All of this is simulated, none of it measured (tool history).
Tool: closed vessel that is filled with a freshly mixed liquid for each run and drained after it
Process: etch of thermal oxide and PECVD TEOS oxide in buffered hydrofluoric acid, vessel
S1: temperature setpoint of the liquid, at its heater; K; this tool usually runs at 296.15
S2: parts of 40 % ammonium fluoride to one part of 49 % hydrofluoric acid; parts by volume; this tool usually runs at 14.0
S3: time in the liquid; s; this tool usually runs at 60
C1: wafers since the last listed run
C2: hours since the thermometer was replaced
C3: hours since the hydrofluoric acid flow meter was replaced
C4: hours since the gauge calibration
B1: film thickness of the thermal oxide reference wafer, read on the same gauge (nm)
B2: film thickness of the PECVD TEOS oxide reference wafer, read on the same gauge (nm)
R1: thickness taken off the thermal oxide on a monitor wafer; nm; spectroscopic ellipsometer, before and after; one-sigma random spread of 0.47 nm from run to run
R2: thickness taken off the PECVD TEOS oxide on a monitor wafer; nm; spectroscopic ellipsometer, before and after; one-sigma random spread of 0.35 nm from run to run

run	day	S1	S2	S3	C1	C2	C3	C4	B1	B2	R1	R2
1	0.000	296.15	14.0	60	0	479.2	931.8	517.2	103.10	92.79	48.08	77.02
2	0.842	296.15	14.0	60	2704	499.4	952.0	537.4	103.19	92.82	48.86	76.89
3	1.483	296.15	14.0	60	2061	514.8	967.4	552.8	103.16	92.83	48.68	77.22
4	2.596	296.15	14.0	60	3574	541.5	994.1	579.5	103.24	92.92	48.46	76.82
5	3.200	296.15	14.0	60	1941	556.0	1008.6	594.0	103.28	92.92	48.42	76.72
6	3.954	300.65	11.0	30	2423	574.1	1026.7	612.1	103.27	92.96	39.02	61.88
7	4.733	298.15	14.0	45	2503	592.8	1045.4	630.8	103.36	92.97	40.54	64.24
# day 5.354: thermometer replaced
8	5.596	298.15	14.0	60	2637	5.8	1066.1	651.5	103.33	93.04	54.54	86.31
# day 5.762: hydrofluoric acid flow meter replaced
9	6.688	296.15	14.0	60	3373	32.0	22.2	677.7	103.38	93.04	47.63	76.71
10	8.021	296.15	16.0	85	4284	64.0	54.2	709.7	103.41	93.05	60.42	95.02
# day 9.083: gauge calibrated
11	9.117	297.65	10.5	60	3521	90.3	80.5	0.8	100.32	90.30	66.61	107.71
12	10.588	296.15	14.0	85	4726	125.6	115.8	36.1	100.74	90.68	66.67	105.89
13	12.062	296.15	14.0	60	4739	161.0	151.2	71.5	101.12	91.03	46.46	75.55

What does the tool deliver on the next run?
14	13.058	294.15	14.0	60	3199	184.9	175.1	95.4	?	?	?	?

Run 14 came out at B1 101.35, B2 91.22, R1 42.13 nm, R2 67.58 nm.
Had the tool carried no hidden state, the very same run would have given R1 41.57 nm, R2 66.68 nm.

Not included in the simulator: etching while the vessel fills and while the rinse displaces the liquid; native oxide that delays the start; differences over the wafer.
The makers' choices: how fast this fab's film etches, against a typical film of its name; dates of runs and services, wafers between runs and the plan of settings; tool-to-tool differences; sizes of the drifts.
